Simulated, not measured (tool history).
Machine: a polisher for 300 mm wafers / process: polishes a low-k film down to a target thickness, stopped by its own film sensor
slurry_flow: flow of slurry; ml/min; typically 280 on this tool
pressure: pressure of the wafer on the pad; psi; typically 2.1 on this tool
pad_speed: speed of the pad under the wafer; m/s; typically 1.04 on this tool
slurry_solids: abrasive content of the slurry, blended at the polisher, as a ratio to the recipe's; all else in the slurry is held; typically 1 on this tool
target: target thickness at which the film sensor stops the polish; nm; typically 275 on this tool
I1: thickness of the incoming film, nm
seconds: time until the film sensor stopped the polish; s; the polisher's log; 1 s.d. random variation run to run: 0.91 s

run 1 hour=0 | slurry_flow=280 pressure=2.1 pad_speed=1.04 slurry_solids=1 target=275 | I1=319.1 | seconds=101.4
-- hour=22.3 slurry blender recalibrated
run 2 hour=26.3 | slurry_flow=280 pressure=2.1 pad_speed=1.04 slurry_solids=1 target=275 | I1=319.3 | seconds=101.9
run 3 hour=56 | slurry_flow=280 pressure=2.1 pad_speed=1.04 slurry_solids=1 target=275 | I1=321.1 | seconds=107.9
run 4 hour=79.2 | slurry_flow=280 pressure=1.9 pad_speed=1.04 slurry_solids=1 target=275 | I1=314.2 | seconds=97.3
-- hour=90.6 head pressure recalibrated
run 5 hour=98.5 | slurry_flow=280 pressure=1.9 pad_speed=1.04 slurry_solids=1 target=275 | I1=323.2 | seconds=120.5
run 6 hour=111.1 | slurry_flow=280 pressure=1.9 pad_speed=1.04 slurry_solids=1 target=275 | I1=318 | seconds=106.7
-- hour=128.7 worn pad replaced by a new one
run 7 hour=130.7 | slurry_flow=280 pressure=2.1 pad_speed=1.04 slurry_solids=0.8 target=275 | I1=321.4 | seconds=119.4
run 8 hour=148 | slurry_flow=280 pressure=1.6 pad_speed=1.04 slurry_solids=1 target=275 | I1=316.9 | seconds=120.3
run 9 hour=160.7 | slurry_flow=280 pressure=2.1 pad_speed=1.04 slurry_solids=1 target=275 | I1=317.8 | seconds=97.7
run 10 hour=186.3 | slurry_flow=280 pressure=2.1 pad_speed=1.04 slurry_solids=1 target=266 | I1=321.2 | seconds=127.1
-- hour=194.3 slurry blender recalibrated
run 11 hour=206.6 | slurry_flow=210 pressure=2.1 pad_speed=1.04 slurry_solids=1 target=261 | I1=318.5 | seconds=135.5
run 12 hour=229.3 | slurry_flow=330 pressure=1.5 pad_speed=1.04 slurry_solids=1.2 target=275 | I1=322.7 | seconds=129.1
run 13 hour=257.7 | slurry_flow=280 pressure=2.1 pad_speed=1.04 slurry_solids=1 target=275 | I1=320.3 | seconds=103.9
run 14 hour=280.2 | slurry_flow=195 pressure=2.6 pad_speed=1.04 slurry_solids=1 target=275 | I1=326.6 | seconds=103.8
-- hour=293.3 slurry nozzle cleaned
run 15 hour=295.5 | slurry_flow=375 pressure=2.5 pad_speed=0.92 slurry_solids=1.2 target=275 | I1=321.7 | seconds=89.2
-- hour=301.6 conditioning disc replaced and pad reconditioned
-- hour=317.3 worn pad replaced by a new one
run 16 hour=321.7 | slurry_flow=205 pressure=2.1 pad_speed=1.32 slurry_solids=1 target=275 | I1=319.5 | seconds=94.7
run 17 hour=352.7 | slurry_flow=200 pressure=2.1 pad_speed=1.04 slurry_solids=1 target=268 | I1=321.1 | seconds=126.2
-- hour=356.2 slurry blender recalibrated
run 18 hour=387.8 | slurry_flow=280 pressure=2.1 pad_speed=1.4 slurry_solids=1 target=286 | I1=323.9 | seconds=76
run 19 hour=409.3 | slurry_flow=280 pressure=1.8 pad_speed=1.38 slurry_solids=1 target=275 | I1=319.5 | seconds=99.3
run 20 hour=422.6 | slurry_flow=280 pressure=2.1 pad_speed=1.04 slurry_solids=1 target=275 | I1=314.7 | seconds=92.3
run 21 hour=437.7 | slurry_flow=280 pressure=1.9 pad_speed=1.04 slurry_solids=1 target=291 | I1=322.1 | seconds=77.9
run 22 hour=452.8 | slurry_flow=230 pressure=2.1 pad_speed=1.04 slurry_solids=1 target=275 | I1=320.1 | seconds=106.5
run 23 hour=481.4 | slurry_flow=280 pressure=2.1 pad_speed=1.04 slurry_solids=1 target=275 | I1=318.1 | seconds=99.2
-- hour=489 worn pad replaced by a new one
run 24 hour=511.9 | slurry_flow=335 pressure=2.1 pad_speed=1.04 slurry_solids=1 target=281 | I1=316.3 | seconds=78.4
run 25 hour=529.7 | slurry_flow=235 pressure=1.7 pad_speed=1.04 slurry_solids=1 target=268 | I1=319.3 | seconds=144.3

State the hidden condition of the tool at each of the runs:
removal rate lost through wear of the pad, %: 0, the same for each run
slurry flow missing at the pad, %: 0, the same for each run
deviation of the head's pressure from its setpoint, %: 0, the same for each run
abrasive missing from the slurry, %: 0, the same for each run
time polished since the conditioner stopped cutting, s: 0, the same for each run

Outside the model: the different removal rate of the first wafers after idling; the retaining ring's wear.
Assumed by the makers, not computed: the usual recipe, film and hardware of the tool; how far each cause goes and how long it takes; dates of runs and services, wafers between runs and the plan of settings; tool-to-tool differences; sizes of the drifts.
